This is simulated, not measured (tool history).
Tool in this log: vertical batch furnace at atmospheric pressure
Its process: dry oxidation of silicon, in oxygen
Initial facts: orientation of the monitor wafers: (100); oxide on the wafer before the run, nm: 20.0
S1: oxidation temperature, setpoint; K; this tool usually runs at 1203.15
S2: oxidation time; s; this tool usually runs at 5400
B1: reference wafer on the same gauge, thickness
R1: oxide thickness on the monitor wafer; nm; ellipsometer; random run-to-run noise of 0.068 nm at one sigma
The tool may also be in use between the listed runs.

{"run": 1, "hour": 0.0, "S1": 1210.15, "S2": 5400, "B1": 52.25, "R1": 47.75}
{"run": 2, "hour": 19.6, "S1": 1210.15, "S2": 5400, "B1": 52.26, "R1": 47.69}
{"run": 3, "hour": 43.2, "S1": 1210.15, "S2": 5400, "B1": 52.26, "R1": 47.9}
{"run": 4, "hour": 77.2, "S1": 1203.15, "S2": 6750, "B1": 52.22, "R1": 51.02}
{"run": 5, "hour": 106.5, "S1": 1203.15, "S2": 6750, "B1": 52.22, "R1": 50.92}
{"run": 6, "hour": 125.0, "S1": 1203.15, "S2": 6750, "B1": 52.23, "R1": 50.72}
{"run": 7, "hour": 151.0, "S1": 1203.15, "S2": 5400, "B1": 52.22, "R1": 45.25}
{"run": 8, "hour": 180.6, "S1": 1203.15, "S2": 5400, "B1": 52.22, "R1": 45.32}
{"run": 9, "hour": 216.5, "S1": 1203.15, "S2": 5400, "B1": 52.22, "R1": 45.31}
{"run": 10, "hour": 231.9, "S1": 1203.15, "S2": 5400, "B1": 52.22, "R1": 45.3}
{"hour": 258.1, "done": "boat lift adjusted"}
{"run": 11, "hour": 258.6, "S1": 1222.15, "S2": 7170, "B1": 52.21, "R1": 60.62}
{"hour": 271.9, "done": "gauge calibrated"}
{"run": 12, "hour": 281.9, "S1": 1203.15, "S2": 5400, "B1": 52.39, "R1": 45.48}
{"run": 13, "hour": 296.1, "S1": 1190.15, "S2": 5400, "B1": 52.36, "R1": 41.38}
{"run": 14, "hour": 320.4, "S1": 1222.15, "S2": 7170, "B1": 52.32, "R1": 60.87}
{"hour": 358.6, "done": "thermocouples replaced and temperature profile calibrated"}
{"run": 15, "hour": 359.1, "S1": 1203.15, "S2": 2730, "B1": 52.29, "R1": 33.94}
{"run": 16, "hour": 374.1, "S1": 1203.15, "S2": 5400, "B1": 52.27, "R1": 45.28}
{"run": 17, "hour": 394.5, "S1": 1203.15, "S2": 5400, "B1": 52.26, "R1": 45.33}
{"run": 18, "hour": 421.1, "S1": 1216.15, "S2": 5400, "B1": 52.19, "R1": 49.79}
{"run": 19, "hour": 453.6, "S1": 1213.15, "S2": 5400, "B1": 52.19, "R1": 48.57}
{"run": 20, "hour": 468.3, "S1": 1225.15, "S2": 6240, "B1": 52.16, "R1": 57.61}
{"run": 21, "hour": 488.5, "S1": 1183.15, "S2": 4140, "B1": 52.17, "R1": 35.43}
{"run": 22, "hour": 506.3, "S1": 1216.15, "S2": 3030, "B1": 52.18, "R1": 37.92}

What the log doesn't show, run by run:
true tube temperature minus thermocouple reading, K: 0, the same for each run
monitor wafer colder than the profiled boat position, K: 0, the same for each run
H1: gauge reads high (%)
run=1 H1=-0.445
run=2 H1=-0.46
run=3 H1=-0.476
run=4 H1=-0.496
run=5 H1=-0.509
run=6 H1=-0.517
run=7 H1=-0.526
run=8 H1=-0.534
run=9 H1=-0.543
run=10 H1=-0.546
run=11 H1=-0.551
run=12 H1=-0.199
run=13 H1=-0.25
run=14 H1=-0.327
run=15 H1=-0.427
run=16 H1=-0.46
run=17 H1=-0.5
run=18 H1=-0.545
run=19 H1=-0.591
run=20 H1=-0.609
run=21 H1=-0.631
run=22 H1=-0.648
